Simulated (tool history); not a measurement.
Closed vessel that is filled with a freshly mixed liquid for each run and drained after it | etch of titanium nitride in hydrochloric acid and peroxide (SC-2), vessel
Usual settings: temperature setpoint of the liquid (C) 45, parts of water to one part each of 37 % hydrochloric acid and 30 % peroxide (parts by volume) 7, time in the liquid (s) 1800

| run | hour | temperature setpoint of the liquid (C) | parts of water to one part each of 37 % hydrochloric acid and 30 % peroxide (parts by volume) | time in the liquid (s) | read-back film thickness of the titanium nitride reference wafer, read on the same gauge (nm) | thickness taken off the titanium nitride on a monitor wafer (angstrom) |
|---|---|---|---|---|---|---|
| 1 | 0 | 45 | 8.5 | 1800 | 30.61 | 235.7 |
| 2 | 45.1 | 45 | 8.5 | 1800 | 30.66 | 234 |
| 3 | 82.9 | 45 | 8.5 | 1800 | 30.69 | 236.5 |
| 4 | 129.7 | 45 | 7 | 2280 | 30.71 | 346.6 |
| 5 | 198.3 | 45 | 7 | 2280 | 30.75 | 349.9 |
| 6 | 227.2 | 45 | 7 | 1800 | 30.73 | 277.1 |
| 7 | 261.8 | 45 | 7 | 1800 | 30.75 | 275.6 |
|  | 283.1 | new drum of peroxide connected |
|  | 285.8 | gauge calibrated |
| 8 | 318.2 | 45 | 4 | 1800 | 29.97 | 408.3 |
| 9 | 372.2 | 39.5 | 9 | 1180 | 30.13 | 99.1 |
| 10 | 410.3 | 45 | 7 | 1135 | 30.23 | 172.5 |
|  | 416.8 | chemicals flow meter replaced |
| 11 | 462.1 | 45 | 7 | 1135 | 30.32 | 170.4 |
| 12 | 494.2 | 50.5 | 4 | 1800 | 30.37 | 590 |
|  | 505.8 | thermometer replaced |
| 13 | 556.5 | 45 | 8.5 | 1800 | 30.49 | 236.3 |
| 14 | 688.5 | 36.5 | 10 | 2340 | 30.58 | 148 |

Forecast each of these 3 alternatives for the next run:
| A | 689.6 | 45 | 7 | 1800 | ? | ? |
| B | 689.6 | 38 | 7 | 1800 | ? | ? |
| C | 689.6 | 45 | 7 | 1480 | ? | ? |

| run | read-back film thickness of the titanium nitride reference wafer, read on the same gauge (nm) | thickness taken off the titanium nitride on a monitor wafer (angstrom) |
|---|---|---|
| A | 30.56 | 275.9 |
| B | 30.56 | 168.6 |
| C | 30.56 | 226.8 |
Without the tool's hidden state the same runs would have given:
| run | thickness taken off the titanium nitride on a monitor wafer (angstrom) |
|---|---|
| A | 270.7 |
| B | 165.4 |
| C | 222.6 |
